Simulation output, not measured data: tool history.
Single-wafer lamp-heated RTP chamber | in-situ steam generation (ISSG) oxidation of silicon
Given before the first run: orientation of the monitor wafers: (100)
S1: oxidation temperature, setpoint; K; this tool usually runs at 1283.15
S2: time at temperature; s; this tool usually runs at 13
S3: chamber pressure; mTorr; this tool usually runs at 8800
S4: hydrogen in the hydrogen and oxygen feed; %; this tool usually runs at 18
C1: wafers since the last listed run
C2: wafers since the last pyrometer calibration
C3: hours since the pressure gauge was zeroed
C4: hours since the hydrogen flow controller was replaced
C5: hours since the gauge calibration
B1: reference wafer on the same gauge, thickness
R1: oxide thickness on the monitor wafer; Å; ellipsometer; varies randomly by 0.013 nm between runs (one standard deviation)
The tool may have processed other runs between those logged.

run 1 hour=0.0 | S1=1283.15 S2=9 S3=8800 S4=18 | C1=0 C2=1059 C3=4201.9 C4=1598.0 C5=213.6 | B1=4.470 | R1=36.75
run 2 hour=35.4 | S1=1283.15 S2=9 S3=8800 S4=18 | C1=309 C2=1369 C3=4237.3 C4=1633.4 C5=249.0 | B1=4.468 | R1=36.92
run 3 hour=68.5 | S1=1283.15 S2=9 S3=8800 S4=18 | C1=289 C2=1658 C3=4270.4 C4=1666.5 C5=282.1 | B1=4.469 | R1=36.86
run 4 hour=98.6 | S1=1283.15 S2=13 S3=8800 S4=18 | C1=263 C2=1922 C3=4300.5 C4=1696.6 C5=312.2 | B1=4.471 | R1=43.51
run 5 hour=160.6 | S1=1283.15 S2=13 S3=8800 S4=18 | C1=542 C2=2464 C3=4362.5 C4=1758.6 C5=374.2 | B1=4.471 | R1=43.39
run 6 hour=182.3 | S1=1283.15 S2=13 S3=8800 S4=18 | C1=189 C2=2654 C3=4384.2 C4=1780.3 C5=395.9 | B1=4.466 | R1=43.53
run 7 hour=221.7 | S1=1283.15 S2=11 S3=8800 S4=18 | C1=344 C2=2998 C3=4423.6 C4=1819.7 C5=435.3 | B1=4.473 | R1=40.33
run 8 hour=245.9 | S1=1283.15 S2=11 S3=8800 S4=18 | C1=211 C2=3210 C3=4447.8 C4=1843.9 C5=459.5 | B1=4.468 | R1=40.49
run 9 hour=279.9 | S1=1283.15 S2=11 S3=8800 S4=18 | C1=297 C2=3508 C3=4481.8 C4=1877.9 C5=493.5 | B1=4.471 | R1=40.62
run 10 hour=384.2 | S1=1293.15 S2=13 S3=8800 S4=18 | C1=912 C2=4420 C3=4586.1 C4=1982.2 C5=597.8 | B1=4.470 | R1=45.60
-- hour=397.2 gauge calibrated
-- hour=403.5 pyrometer window cleaned and pyrometer calibrated
run 11 hour=418.8 | S1=1283.15 S2=13 S3=8800 S4=18 | C1=232 C2=134 C3=4620.7 C4=2016.8 C5=21.6 | B1=4.470 | R1=43.42
run 12 hour=443.9 | S1=1283.15 S2=13 S3=8800 S4=18 | C1=219 C2=353 C3=4645.8 C4=2041.9 C5=46.7 | B1=4.472 | R1=43.16
run 13 hour=475.5 | S1=1283.15 S2=12 S3=8800 S4=12 | C1=276 C2=630 C3=4677.4 C4=2073.5 C5=78.3 | B1=4.468 | R1=38.12
run 14 hour=497.8 | S1=1283.15 S2=13 S3=8800 S4=18 | C1=195 C2=825 C3=4699.7 C4=2095.8 C5=100.6 | B1=4.470 | R1=43.14
run 15 hour=520.6 | S1=1283.15 S2=16 S3=8800 S4=18 | C1=199 C2=1024 C3=4722.5 C4=2118.6 C5=123.4 | B1=4.468 | R1=47.95
run 16 hour=535.6 | S1=1266.15 S2=13 S3=8800 S4=18 | C1=131 C2=1155 C3=4737.5 C4=2133.6 C5=138.4 | B1=4.470 | R1=40.65
-- hour=551.3 hydrogen flow controller replaced
-- hour=562.6 pressure gauge zeroed
run 17 hour=563.1 | S1=1283.15 S2=13 S3=8800 S4=18 | C1=100 C2=1256 C3=0.5 C4=11.8 C5=165.9 | B1=4.468 | R1=43.36
run 18 hour=588.6 | S1=1283.15 S2=13 S3=8800 S4=12 | C1=223 C2=1479 C3=26.0 C4=37.3 C5=191.4 | B1=4.471 | R1=39.51
run 19 hour=608.6 | S1=1283.15 S2=13 S3=7400 S4=18 | C1=174 C2=1654 C3=46.0 C4=57.3 C5=211.4 | B1=4.467 | R1=43.42
run 20 hour=632.6 | S1=1283.15 S2=13 S3=8800 S4=18 | C1=209 C2=1864 C3=70.0 C4=81.3 C5=235.4 | B1=4.469 | R1=43.37
run 21 hour=665.9 | S1=1283.15 S2=13 S3=9900 S4=18 | C1=291 C2=2155 C3=103.3 C4=114.6 C5=268.7 | B1=4.472 | R1=42.80
run 22 hour=686.1 | S1=1283.15 S2=13 S3=8800 S4=18 | C1=176 C2=2332 C3=123.5 C4=134.8 C5=288.9 | B1=4.467 | R1=43.36
run 23 hour=717.1 | S1=1289.15 S2=13 S3=8800 S4=11 | C1=271 C2=2603 C3=154.5 C4=165.8 C5=319.9 | B1=4.471 | R1=39.91
run 24 hour=736.1 | S1=1283.15 S2=13 S3=10000 S4=18 | C1=166 C2=2769 C3=173.5 C4=184.8 C5=338.9 | B1=4.473 | R1=43.04
run 25 hour=752.4 | S1=1283.15 S2=13 S3=10100 S4=18 | C1=142 C2=2912 C3=189.8 C4=201.1 C5=355.2 | B1=4.466 | R1=42.76
run 26 hour=781.6 | S1=1283.15 S2=13 S3=8800 S4=26 | C1=255 C2=3167 C3=219.0 C4=230.3 C5=384.4 | B1=4.469 | R1=47.56

Table of differences, measured result less the result of that run with no hidden state. Run-to-run variation is the same in both. Gauge scatter possibly is not:
Hidden conditions of the tool in this case: true wafer temperature minus pyrometer reading, K; true pressure minus gauge reading, Torr; deviation of the hydrogen flow from its setpoint, %; gauge reads high (%).
run=1 R1=+0.09
run=2 R1=+0.11
run=3 R1=+0.13
run=4 R1=+0.21
run=5 R1=+0.28
run=6 R1=+0.31
run=7 R1=+0.32
run=8 R1=+0.35
run=9 R1=+0.40
run=10 R1=+0.74
run=11 R1=+0.06
run=12 R1=+0.06
run=13 R1=+0.06
run=14 R1=+0.07
run=15 R1=+0.11
run=16 R1=+0.08
run=17 R1=+0.11
run=18 R1=+0.13
run=19 R1=+0.15
run=20 R1=+0.17
run=21 R1=+0.20
run=22 R1=+0.23
run=23 R1=+0.26
run=24 R1=+0.29
run=25 R1=+0.32
run=26 R1=+0.41

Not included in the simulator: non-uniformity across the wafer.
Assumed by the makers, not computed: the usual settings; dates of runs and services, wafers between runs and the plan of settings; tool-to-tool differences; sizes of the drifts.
